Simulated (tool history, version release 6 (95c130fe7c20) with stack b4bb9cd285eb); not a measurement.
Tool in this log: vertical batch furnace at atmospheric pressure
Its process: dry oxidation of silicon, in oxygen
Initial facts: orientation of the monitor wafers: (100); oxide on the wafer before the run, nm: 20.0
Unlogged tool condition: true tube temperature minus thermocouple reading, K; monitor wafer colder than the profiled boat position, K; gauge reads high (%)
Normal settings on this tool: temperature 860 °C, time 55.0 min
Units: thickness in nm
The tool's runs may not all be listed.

| run | hour | temperature | time | wafers since the last listed run | hours since the last temperature calibration | hours since the boat lift was adjusted | hours since the gauge calibration | read-back reference wafer on the same gauge, thickness | thickness |
|---|---|---|---|---|---|---|---|---|---|
| 1 | 0.0 | 860 | 55.0 | 0 | 2329.2 | 1131.9 | 48.6 | 25.10 | 24.14 |
| 2 | 37.5 | 860 | 55.0 | 830 | 2366.7 | 1169.4 | 86.1 | 25.10 | 24.00 |
| 3 | 132.4 | 860 | 55.0 | 2100 | 2461.6 | 1264.3 | 181.0 | 25.08 | 24.11 |
| 4 | 167.1 | 860 | 73.0 | 768 | 2496.3 | 1299.0 | 215.7 | 25.10 | 25.60 |
| 5 | 194.2 | 860 | 55.0 | 599 | 2523.4 | 1326.1 | 242.8 | 25.09 | 24.00 |
| 6 | 243.4 | 875 | 40.5 | 1089 | 2572.6 | 1375.3 | 292.0 | 25.09 | 23.83 |
| 7 | 290.7 | 869 | 55.0 | 1046 | 2619.9 | 1422.6 | 339.3 | 25.09 | 24.86 |
| 8 | 362.7 | 869 | 55.0 | 1593 | 2691.9 | 1494.6 | 411.3 | 25.12 | 24.77 |
| 9 | 415.3 | 860 | 55.0 | 1164 | 2744.5 | 1547.2 | 463.9 | 25.09 | 24.11 |
| 10 | 450.3 | 860 | 55.0 | 774 | 2779.5 | 1582.2 | 498.9 | 25.11 | 24.08 |
| 11 | 482.6 | 848 | 68.5 | 714 | 2811.8 | 1614.5 | 531.2 | 25.08 | 24.08 |
| 12 | 592.3 | 860 | 55.0 | 2428 | 2921.5 | 1724.2 | 640.9 | 25.12 | 24.02 |
| 13 | 639.5 | 860 | 55.0 | 1044 | 2968.7 | 1771.4 | 688.1 | 25.11 | 23.95 |
| 14 | 668.7 | 860 | 55.0 | 646 | 2997.9 | 1800.6 | 717.3 | 25.10 | 24.05 |
|  | 732.3 | gauge calibrated |
| 15 | 736.6 | 860 | 55.0 | 1502 | 3065.8 | 1868.5 | 4.3 | 25.11 | 23.99 |
| 16 | 773.5 | 860 | 38.0 | 816 | 3102.7 | 1905.4 | 41.2 | 25.10 | 22.55 |
| 17 | 823.3 | 876 | 70.5 | 1102 | 3152.5 | 1955.2 | 91.0 | 25.12 | 27.01 |
| 18 | 862.7 | 860 | 55.0 | 872 | 3191.9 | 1994.6 | 130.4 | 25.08 | 23.96 |
|  | 935.2 | boat lift adjusted |
| 19 | 935.7 | 860 | 55.0 | 1084 | 3264.9 | 0.5 | 203.4 | 25.12 | 24.35 |
|  | 981.5 | thermocouples replaced and temperature profile calibrated |
| 20 | 982.0 | 860 | 55.0 | 493 | 0.5 | 46.8 | 249.7 | 25.09 | 24.26 |
| 21 | 1009.1 | 850 | 79.5 | 599 | 27.6 | 73.9 | 276.8 | 25.10 | 25.33 |
| 22 | 1048.8 | 882 | 35.0 | 878 | 67.3 | 113.6 | 316.5 | 25.07 | 23.86 |
| 23 | 1090.0 | 860 | 78.0 | 911 | 108.5 | 154.8 | 357.7 | 25.10 | 26.20 |
| 24 | 1145.4 | 883 | 55.0 | 1226 | 163.9 | 210.2 | 413.1 | 25.10 | 26.41 |
| 25 | 1203.6 | 860 | 55.0 | 1288 | 222.1 | 268.4 | 471.3 | 25.10 | 24.10 |
| 26 | 1251.0 | 860 | 64.0 | 1049 | 269.5 | 315.8 | 518.7 | 25.11 | 25.01 |
| 27 | 1298.9 | 860 | 55.0 | 1060 | 317.4 | 363.7 | 566.6 | 25.10 | 24.29 |
| 28 | 1351.4 | 872 | 72.5 | 1162 | 369.9 | 416.2 | 619.1 | 25.12 | 26.98 |
| 29 | 1409.5 | 839 | 31.0 | 1286 | 428.0 | 474.3 | 677.2 | 25.11 | 21.19 |

For some of the steps in thickness from one run to the next: how much would appear even if the tool had no hidden state, given the settings, what came in and random variation, and how much remains for the hidden state plus any gauge scatter that the measured result and the result without hidden state don't share?
Run 16 -> 17: temperature 860 -> 876, time 38.0 -> 70.5. thickness +4.46 nm: hidden state -0.27, all else +4.73.
Run 18 -> 19: boat lift adjusted. thickness +0.39 nm: hidden state +0.29, all else +0.10.
Run 28 -> 29: temperature 872 -> 839, time 72.5 -> 31.0. thickness -5.79 nm: hidden state +0.20, all else -5.99.
